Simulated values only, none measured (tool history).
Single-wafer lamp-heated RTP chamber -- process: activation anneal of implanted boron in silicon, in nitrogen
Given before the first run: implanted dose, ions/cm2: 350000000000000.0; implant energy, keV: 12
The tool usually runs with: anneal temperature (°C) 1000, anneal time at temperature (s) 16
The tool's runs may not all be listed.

| run | hour | anneal temperature (°C) | anneal time at temperature (s) | wafers since the last listed run | wafers since the last pyrometer calibration | wafers since the reflector plate was cleaned | hours since the gauge calibration | read-back reference wafer on the same gauge, sheet resistance | sheet resistance of the implanted and annealed layer (ohm/square) |
|---|---|---|---|---|---|---|---|---|---|
| 1 | 0.0 | 1000 | 21 | 0 | 5533 | 9085 | 731.8 | 306.93 | 321.56 |
|  | 41.7 | pyrometer window cleaned and pyrometer calibrated |
| 2 | 43.5 | 1000 | 21 | 651 | 32 | 9737 | 775.3 | 306.95 | 321.11 |
|  | 87.4 | reflector plate cleaned |
| 3 | 120.3 | 1000 | 21 | 1263 | 1295 | 603 | 852.1 | 307.04 | 320.88 |
| 4 | 198.6 | 1020 | 16 | 1437 | 2732 | 2041 | 930.4 | 307.11 | 319.55 |
| 5 | 238.0 | 1020 | 16 | 723 | 3455 | 2764 | 969.8 | 307.07 | 318.79 |
| 6 | 342.6 | 1019 | 16 | 1920 | 5376 | 4685 | 1074.4 | 306.97 | 319.08 |
| 7 | 379.2 | 984 | 16 | 671 | 6048 | 5356 | 1111.0 | 306.97 | 329.97 |
| 8 | 459.5 | 984 | 16 | 1474 | 7522 | 6831 | 1191.3 | 306.99 | 329.69 |
|  | 493.2 | pyrometer window cleaned and pyrometer calibrated |
| 9 | 503.4 | 984 | 16 | 659 | 186 | 7490 | 1235.2 | 306.92 | 329.07 |
|  | 551.7 | gauge calibrated |
| 10 | 596.2 | 1008 | 16 | 1703 | 1890 | 9193 | 44.5 | 306.99 | 319.16 |
| 11 | 666.5 | 1000 | 16 | 1290 | 3180 | 10484 | 114.8 | 307.06 | 321.45 |
| 12 | 710.2 | 973 | 12 | 802 | 3982 | 11286 | 158.5 | 306.95 | 337.80 |
|  | 780.3 | reflector plate cleaned |
| 13 | 821.7 | 1000 | 16 | 1900 | 5883 | 760 | 270.0 | 306.95 | 321.00 |
|  | 858.1 | pyrometer window cleaned and pyrometer calibrated |
| 14 | 880.6 | 1000 | 11 | 934 | 412 | 1694 | 328.9 | 306.95 | 321.68 |
| 15 | 940.1 | 1017 | 24 | 1092 | 1505 | 2787 | 388.4 | 307.01 | 317.48 |
| 16 | 1035.5 | 1000 | 23 | 1751 | 3256 | 4538 | 483.8 | 306.94 | 319.27 |
|  | 1086.9 | reflector plate cleaned, repeated, since the last time left the tool worse |
| 17 | 1087.4 | 988 | 24 | 805 | 4062 | 9 | 535.7 | 307.17 | 325.39 |
|  | 1278.3 | pyrometer window cleaned and pyrometer calibrated |
| 18 | 1343.5 | 1000 | 16 | 4554 | 1196 | 4564 | 791.8 | 306.93 | 322.12 |

Below are 3 alternative next runs, each starting from the tool's condition after run 18. Predict each:
| A | 1343.9 | 1000 | 16 | 7 | 1203 | 4571 | 792.2 | ? | ? |
| B | 1343.9 | 1000 | 10 | 7 | 1203 | 4571 | 792.2 | ? | ? |
| C | 1343.9 | 979 | 9 | 7 | 1203 | 4571 | 792.2 | ? | ? |

| run | read-back reference wafer on the same gauge, sheet resistance | sheet resistance of the implanted and annealed layer (ohm/square) |
|---|---|---|
| A | 306.98 | 322.06 |
| B | 306.98 | 323.54 |
| C | 306.98 | 336.99 |
Take away the tool's hidden state, keep each run's random variation, and the runs would have read:
| run | sheet resistance of the implanted and annealed layer (ohm/square) |
|---|---|
| A | 322.45 |
| B | 323.99 |
| C | 338.33 |

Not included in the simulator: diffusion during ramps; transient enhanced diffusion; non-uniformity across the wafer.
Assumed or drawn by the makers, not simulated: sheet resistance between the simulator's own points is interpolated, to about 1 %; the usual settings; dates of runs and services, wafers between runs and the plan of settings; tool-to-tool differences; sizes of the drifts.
